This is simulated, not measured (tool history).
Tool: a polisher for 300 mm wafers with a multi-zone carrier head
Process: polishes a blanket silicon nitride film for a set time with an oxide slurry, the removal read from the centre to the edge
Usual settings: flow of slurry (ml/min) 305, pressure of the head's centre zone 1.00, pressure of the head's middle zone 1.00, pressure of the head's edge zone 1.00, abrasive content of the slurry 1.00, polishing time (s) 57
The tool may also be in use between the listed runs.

| run | hour | flow of slurry (ml/min) | pressure of the head's centre zone | pressure of the head's middle zone | pressure of the head's edge zone | abrasive content of the slurry | polishing time (s) | wafers since the last listed run | wafers polished on this pad | hours since the slurry nozzle was cleaned | hours since the centre zone pressure was calibrated | hours since the edge zone pressure was calibrated | hours since the carrier head's membrane was replaced | incoming thickness of the incoming film, nm | film removed at the wafer's centre (nm) | film removed at mid-radius (nm) | film removed at the wafer's edge (nm) |
|---|---|---|---|---|---|---|---|---|---|---|---|---|---|---|---|---|---|
| 1 | 0.0 | 305 | 1.00 | 1.00 | 1.06 | 1.00 | 57 | 0 | 995 | 500.3 | 775.1 | 823.0 | 1736.9 | 423.8 | 56.3 | 55.0 | 56.1 |
|  | 4.6 | slurry nozzle cleaned |
| 2 | 40.5 | 305 | 1.00 | 1.00 | 1.06 | 1.00 | 57 | 486 | 1482 | 35.9 | 815.6 | 863.5 | 1777.4 | 429.1 | 55.7 | 55.3 | 55.8 |
| 3 | 82.3 | 305 | 1.00 | 1.00 | 1.00 | 1.00 | 42 | 514 | 1996 | 77.7 | 857.4 | 905.3 | 1819.2 | 429.0 | 41.2 | 40.8 | 40.2 |
| 4 | 145.6 | 305 | 1.00 | 1.04 | 0.96 | 1.00 | 57 | 779 | 2776 | 141.0 | 920.7 | 968.6 | 1882.5 | 438.4 | 55.9 | 57.5 | 53.6 |
| 5 | 174.0 | 305 | 1.00 | 1.00 | 1.00 | 1.00 | 57 | 349 | 3126 | 169.4 | 949.1 | 997.0 | 1910.9 | 430.8 | 56.0 | 55.1 | 54.8 |
|  | 178.0 | centre zone pressure recalibrated |
| 6 | 217.5 | 305 | 1.07 | 1.07 | 1.07 | 1.15 | 57 | 511 | 3637 | 212.9 | 39.5 | 1040.5 | 1954.4 | 432.3 | 63.2 | 62.1 | 60.1 |
|  | 241.6 | carrier head's membrane replaced by a new one |
| 7 | 255.3 | 305 | 1.00 | 1.00 | 0.90 | 1.00 | 57 | 403 | 4041 | 250.7 | 77.3 | 1078.3 | 13.7 | 425.7 | 55.8 | 55.1 | 53.3 |
|  | 313.9 | worn pad replaced by a new one |
| 8 | 449.4 | 305 | 1.10 | 1.00 | 0.91 | 1.30 | 38 | 2341 | 1668 | 444.8 | 271.4 | 1272.4 | 207.8 | 429.9 | 45.8 | 42.1 | 40.2 |
|  | 488.8 | edge zone pressure recalibrated |
|  | 500.2 | slurry nozzle cleaned |
| 9 | 503.9 | 305 | 1.00 | 1.05 | 1.04 | 1.00 | 57 | 634 | 2302 | 3.7 | 325.9 | 15.1 | 262.3 | 425.4 | 56.3 | 57.5 | 55.5 |
| 10 | 538.1 | 305 | 1.00 | 1.06 | 1.00 | 1.00 | 57 | 421 | 2723 | 37.9 | 360.1 | 49.3 | 296.5 | 434.0 | 56.3 | 58.7 | 55.1 |
| 11 | 596.5 | 305 | 1.00 | 0.91 | 0.89 | 1.25 | 57 | 719 | 3443 | 96.3 | 418.5 | 107.7 | 354.9 | 437.3 | 62.3 | 57.8 | 58.5 |
| 12 | 646.4 | 360 | 1.06 | 1.00 | 1.00 | 1.00 | 66 | 614 | 4057 | 146.2 | 468.4 | 157.6 | 404.8 | 432.0 | 69.9 | 64.6 | 63.7 |
| 13 | 700.7 | 255 | 1.00 | 1.00 | 1.00 | 1.00 | 68 | 668 | 4726 | 200.5 | 522.7 | 211.9 | 459.1 | 435.1 | 65.6 | 64.3 | 65.7 |
|  | 739.2 | worn pad replaced by a new one |
| 14 | 758.9 | 305 | 1.00 | 1.00 | 1.00 | 1.00 | 57 | 667 | 242 | 258.7 | 580.9 | 270.1 | 517.3 | 426.4 | 56.0 | 55.6 | 54.3 |
| 15 | 820.0 | 305 | 1.00 | 1.00 | 1.00 | 1.00 | 57 | 752 | 994 | 319.8 | 642.0 | 331.2 | 578.4 | 428.0 | 55.7 | 55.1 | 54.7 |
| 16 | 877.2 | 260 | 1.00 | 1.00 | 1.00 | 0.80 | 57 | 704 | 1698 | 377.0 | 699.2 | 388.4 | 635.6 | 428.5 | 48.4 | 47.7 | 47.3 |
|  | 933.1 | slurry nozzle cleaned |
|  | 1060.0 | centre zone pressure recalibrated |
| 17 | 1078.1 | 305 | 1.00 | 1.00 | 0.96 | 1.00 | 63 | 2437 | 4136 | 145.0 | 18.1 | 589.3 | 836.5 | 428.4 | 62.6 | 60.6 | 59.1 |
| 18 | 1122.4 | 305 | 1.00 | 1.03 | 1.00 | 0.70 | 73 | 545 | 4681 | 189.3 | 62.4 | 633.6 | 880.8 | 429.9 | 57.4 | 58.0 | 57.0 |
| 19 | 1166.6 | 240 | 1.00 | 1.00 | 0.94 | 1.00 | 57 | 544 | 5225 | 233.5 | 106.6 | 677.8 | 925.0 | 435.3 | 53.9 | 53.9 | 52.9 |
| 20 | 1226.4 | 305 | 1.00 | 1.00 | 1.00 | 1.00 | 57 | 736 | 5962 | 293.3 | 166.4 | 737.6 | 984.8 | 432.7 | 55.7 | 55.1 | 55.0 |
|  | 1235.9 | worn pad replaced by a new one |
| 21 | 1291.4 | 305 | 1.00 | 1.00 | 1.00 | 1.00 | 57 | 751 | 683 | 358.3 | 231.4 | 802.6 | 1049.8 | 425.6 | 56.0 | 55.1 | 54.3 |
| 22 | 1345.3 | 305 | 1.00 | 1.00 | 0.90 | 1.00 | 76 | 663 | 1347 | 412.2 | 285.3 | 856.5 | 1103.7 | 422.8 | 74.2 | 74.5 | 70.4 |

Forecast each of these 3 alternatives for the next run:
| A | 1345.7 | 305 | 1.00 | 1.00 | 1.00 | 1.00 | 57 | 4 | 1352 | 412.6 | 285.7 | 856.9 | 1104.1 | 431.9 | ? | ? | ? |
| B | 1345.7 | 305 | 1.00 | 1.05 | 1.07 | 1.10 | 50 | 4 | 1352 | 412.6 | 285.7 | 856.9 | 1104.1 | 431.9 | ? | ? | ? |
| C | 1345.7 | 305 | 1.04 | 1.00 | 1.00 | 1.00 | 57 | 4 | 1352 | 412.6 | 285.7 | 856.9 | 1104.1 | 431.9 | ? | ? | ? |

| run | film removed at the wafer's centre (nm) | film removed at mid-radius (nm) | film removed at the wafer's edge (nm) |
|---|---|---|---|
| A | 55.8 | 55.1 | 54.4 |
| B | 51.4 | 52.9 | 51.4 |
| C | 57.5 | 55.0 | 54.4 |
Without the tool's hidden state the same runs would have given:
| run | film removed at the wafer's centre (nm) | film removed at mid-radius (nm) | film removed at the wafer's edge (nm) |
|---|---|---|---|
| A | 55.8 | 55.1 | 54.4 |
| B | 51.4 | 52.9 | 51.4 |
| C | 57.5 | 55.0 | 54.4 |
